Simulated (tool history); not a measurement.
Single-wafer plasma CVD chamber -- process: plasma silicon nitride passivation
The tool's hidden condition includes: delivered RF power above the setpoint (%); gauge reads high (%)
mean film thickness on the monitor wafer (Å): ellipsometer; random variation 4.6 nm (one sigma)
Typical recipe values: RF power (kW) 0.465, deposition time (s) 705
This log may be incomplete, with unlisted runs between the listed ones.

| run | day | RF power (kW) | deposition time (s) | wafers since the last listed run | hours since the last RF generator calibration | hours since the showerhead was replaced | hours since the gauge calibration | read-back reference wafer on the same gauge, thickness_nm | mean film thickness on the monitor wafer (Å) |
|---|---|---|---|---|---|---|---|---|---|
| 1 | 0 | 0.465 | 630 | 0 | 1365 | 6297.5 | 427.3 | 1001.125 | 9521.01 |
| 2 | 2.746 | 0.465 | 660 | 240 | 1430.9 | 6363.4 | 493.2 | 1000.952 | 9915.66 |
| 3 | 4.05 | 0.465 | 660 | 114 | 1462.2 | 6394.7 | 524.5 | 999.591 | 9938.74 |
| 4 | 5.762 | 0.465 | 705 | 150 | 1503.3 | 6435.8 | 565.6 | 999.689 | 10598.84 |
| 5 | 8.712 | 0.465 | 705 | 258 | 1574.1 | 6506.6 | 636.4 | 999.403 | 10576.69 |
|  | 14.325 | showerhead replaced |
| 6 | 14.346 | 0.465 | 705 | 464 | 1709.3 | 0.5 | 771.6 | 999.635 | 10540.52 |
| 7 | 16.908 | 0.465 | 808 | 224 | 1770.8 | 62 | 833.1 | 999.772 | 12094.65 |
| 8 | 18.438 | 0.465 | 808 | 134 | 1807.5 | 98.7 | 869.8 | 998.931 | 12144.14 |
| 9 | 19.767 | 0.465 | 808 | 116 | 1839.4 | 130.6 | 901.7 | 1001.142 | 12142.31 |
| 10 | 21.554 | 0.465 | 705 | 156 | 1882.3 | 173.5 | 944.6 | 1001.231 | 10625.25 |
|  | 21.767 | gauge calibrated |
|  | 22.104 | RF generator calibrated |
| 11 | 23.1 | 0.465 | 705 | 106 | 23.9 | 210.6 | 32 | 999.851 | 10555.42 |
| 12 | 25.167 | 0.5 | 616 | 181 | 73.5 | 260.2 | 81.6 | 998.849 | 9460.99 |
| 13 | 28 | 0.465 | 705 | 248 | 141.5 | 328.2 | 149.6 | 1001.254 | 10582.9 |
| 14 | 30.388 | 0.37 | 635 | 209 | 198.8 | 385.5 | 206.9 | 1000.263 | 8990.46 |
| 15 | 31.883 | 0.395 | 705 | 131 | 234.7 | 421.4 | 242.8 | 999.376 | 10264.68 |
| 16 | 33.188 | 0.41 | 705 | 114 | 266 | 452.7 | 274.1 | 1000.793 | 10310.21 |
| 17 | 34.742 | 0.55 | 705 | 136 | 303.3 | 490 | 311.4 | 998.928 | 10990.39 |
| 18 | 35.775 | 0.465 | 705 | 90 | 328.1 | 514.8 | 336.2 | 999.743 | 10632.31 |
| 19 | 41.762 | 0.405 | 705 | 524 | 471.8 | 658.5 | 479.9 | 1000.067 | 10225.58 |
| 20 | 44.45 | 0.54 | 837 | 235 | 536.3 | 723 | 544.4 | 999.771 | 13004.53 |

Hidden condition of the tool, last listed run before each entry between runs versus first listed run after:
Logged between run 5 and run 6: showerhead replaced (day 14.325)
  no hidden state differs between the two runs
Logged between run 10 and run 11: gauge calibrated (day 21.767); RF generator calibrated (day 22.104)
  no hidden state differs between the two runs
